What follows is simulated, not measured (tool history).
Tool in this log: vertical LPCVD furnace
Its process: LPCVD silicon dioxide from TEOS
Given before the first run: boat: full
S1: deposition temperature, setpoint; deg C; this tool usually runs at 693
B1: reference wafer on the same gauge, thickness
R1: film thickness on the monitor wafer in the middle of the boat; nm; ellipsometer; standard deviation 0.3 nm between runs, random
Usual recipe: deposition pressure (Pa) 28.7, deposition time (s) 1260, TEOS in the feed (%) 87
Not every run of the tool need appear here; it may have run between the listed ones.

Run 1, hour 0.0: usual settings; B1 104.12. Result: R1 125.74 nm.
Run 2, hour 30.0: usual settings; B1 103.99. Result: R1 125.76 nm.
Run 3, hour 63.9: usual settings but S1 689 deg C, TEOS in the feed (%) 77; B1 104.02. Result: R1 107.59 nm.
Run 4, hour 91.8: usual settings; B1 104.00. Result: R1 125.90 nm.
Run 5, hour 120.7: usual settings; B1 104.00. Result: R1 125.95 nm.
Run 6, hour 150.6: usual settings; B1 103.89. Result: R1 125.83 nm.
Run 7, hour 188.0: usual settings; B1 104.04. Result: R1 126.01 nm.
Run 8, hour 248.9: usual settings; B1 104.12. Result: R1 125.82 nm.
At hour 295.7: TEOS flow controller replaced.
Run 9, hour 296.2: usual settings; B1 104.01. Result: R1 125.91 nm.
Run 10, hour 353.9: usual settings but deposition time (s) 1410; B1 104.12. Result: R1 141.66 nm.
Run 11, hour 389.9: usual settings; B1 103.99. Result: R1 126.05 nm.
Run 12, hour 455.3: usual settings; B1 104.04. Result: R1 126.54 nm.
At hour 513.6: thermocouples replaced and temperature profile calibrated.
Run 13, hour 518.9: usual settings but deposition time (s) 1080; B1 104.01. Result: R1 110.54 nm.
Run 14, hour 587.0: usual settings but deposition pressure (Pa) 25.3, deposition time (s) 1650; B1 104.01. Result: R1 157.93 nm.
Run 15, hour 643.6: usual settings; B1 104.06. Result: R1 128.33 nm.
Run 16, hour 695.1: usual settings but deposition pressure (Pa) 32.0, deposition time (s) 1110, TEOS in the feed (%) 79; B1 104.01. Result: R1 113.96 nm.
Run 17, hour 751.2: usual settings; B1 104.14. Result: R1 128.06 nm.
Run 18, hour 776.3: usual settings; B1 104.02. Result: R1 128.19 nm.
Run 19, hour 846.5: usual settings but S1 704 deg C, deposition time (s) 1020; B1 104.09. Result: R1 134.35 nm.
At hour 866.0: gauge calibrated.
At hour 882.3: thermocouples replaced and temperature profile calibrated, repeated, since the last time left the tool worse.
Run 20, hour 977.7: usual settings; B1 104.02. Result: R1 123.64 nm.
At hour 1008.1: pressure gauge zeroed.
Run 21, hour 1019.1: usual settings but S1 684 deg C, TEOS in the feed (%) 97; B1 104.02. Result: R1 105.46 nm.
Run 22, hour 1050.8: usual settings but S1 685 deg C; B1 103.93. Result: R1 102.48 nm.
Run 23, hour 1095.9: usual settings but S1 689 deg C, deposition time (s) 1080, TEOS in the feed (%) 97; B1 103.88. Result: R1 101.92 nm.
Run 24, hour 1128.4: usual settings but S1 687 deg C, deposition pressure (Pa) 23.3, deposition time (s) 1410, TEOS in the feed (%) 97; B1 104.06. Result: R1 114.87 nm.
Run 25, hour 1177.9: usual settings but S1 700 deg C, deposition pressure (Pa) 32.0, deposition time (s) 1020, TEOS in the feed (%) 76; B1 103.98. Result: R1 116.55 nm.
Run 26, hour 1214.0: usual settings but S1 687 deg C, deposition pressure (Pa) 31.3, deposition time (s) 990, TEOS in the feed (%) 95; B1 104.03. Result: R1 92.33 nm.
Run 27, hour 1279.6: usual settings but TEOS in the feed (%) 75; B1 103.99. Result: R1 115.25 nm.
Run 28, hour 1339.1: usual settings; B1 104.02. Result: R1 123.89 nm.
Run 29, hour 1407.6: usual settings; B1 104.06. Result: R1 124.54 nm.
Run 30, hour 1433.1: usual settings; B1 104.03. Result: R1 124.41 nm.

Branching from run 30: 5 alternative next runs. What would each branch give?
Run A, hour 1436.7: usual settings but S1 702 deg C; B1 ?. Result: R1 ?.
Run B, hour 1436.7: usual settings but S1 696 deg C, deposition pressure (Pa) 32.7, deposition time (s) 780, TEOS in the feed (%) 97; B1 ?. Result: R1 ?.
Run C, hour 1436.7: usual settings but S1 683 deg C; B1 ?. Result: R1 ?.
Run D, hour 1436.7: usual settings but S1 701 deg C; B1 ?. Result: R1 ?.
Run E, hour 1436.7: usual settings but S1 683 deg C, TEOS in the feed (%) 97; B1 ?. Result: R1 ?.

run      B1      R1
  A  104.02  153.97
  B  104.02   93.42
  C  104.02   98.30
  D  104.02  150.44
  E  104.02  103.80
The same runs, with their run-to-run variation unchanged, on a tool lacking any hidden condition would have given:
run      R1
  A  153.11
  B   92.89
  C   97.73
  D  149.60
  E  103.19

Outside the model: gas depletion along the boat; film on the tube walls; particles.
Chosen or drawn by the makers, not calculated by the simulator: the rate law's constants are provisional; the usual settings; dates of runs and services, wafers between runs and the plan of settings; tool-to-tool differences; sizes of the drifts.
